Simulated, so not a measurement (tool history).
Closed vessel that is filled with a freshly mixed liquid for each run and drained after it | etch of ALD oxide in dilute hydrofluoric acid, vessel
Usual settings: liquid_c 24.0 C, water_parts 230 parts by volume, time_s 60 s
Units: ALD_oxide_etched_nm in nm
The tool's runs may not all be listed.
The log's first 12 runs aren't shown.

run,hour,liquid_c,water_parts,time_s,"read-back film thickness of the ALD oxide reference wafer, read on the same gauge (nm)",ALD_oxide_etched_nm
# hour 332.3: gauge calibrated
13,393.9,24.0,230,60,150.00,6.50
# hour 403.0: thermometer replaced
14,407.2,24.0,230,60,150.04,6.51
15,439.0,24.0,230,60,149.98,6.54
# hour 452.2: hydrofluoric acid flow meter replaced, repeated, since the last time left the tool worse
16,465.4,28.5,230,80,149.98,11.50
17,482.6,27.5,230,30,150.00,4.19
18,513.7,24.0,230,60,149.97,7.44
19,539.5,24.0,230,60,150.03,7.35
20,568.0,24.0,230,40,150.04,4.92
21,588.0,24.0,230,60,150.01,7.37
22,619.2,24.0,230,60,150.04,7.36
23,646.0,24.0,275,60,150.04,5.86
24,674.2,28.0,230,90,150.00,12.62
25,688.2,19.5,305,60,149.98,4.31
26,702.1,27.5,260,45,150.00,5.31
27,726.1,22.5,230,90,149.98,10.36
28,757.3,26.5,230,85,150.03,11.26
29,769.8,26.0,305,60,150.01,5.40
30,784.8,21.0,305,70,149.99,5.32
31,809.0,24.0,175,30,150.02,5.03

3 ways to go on from here, each from the tool as it stands after run 31. What would each give?
A,809.7,24.0,230,60,?,?
B,809.7,27.5,275,95,?,?
C,809.7,28.0,315,90,?,?

run,"read-back film thickness of the ALD oxide reference wafer, read on the same gauge (nm)",ALD_oxide_etched_nm
A,149.99,7.14
B,149.99,10.17
C,149.99,8.20
Without the tool's hidden state the same runs would have given:
run,ALD_oxide_etched_nm
A,7.34
B,10.48
C,8.45

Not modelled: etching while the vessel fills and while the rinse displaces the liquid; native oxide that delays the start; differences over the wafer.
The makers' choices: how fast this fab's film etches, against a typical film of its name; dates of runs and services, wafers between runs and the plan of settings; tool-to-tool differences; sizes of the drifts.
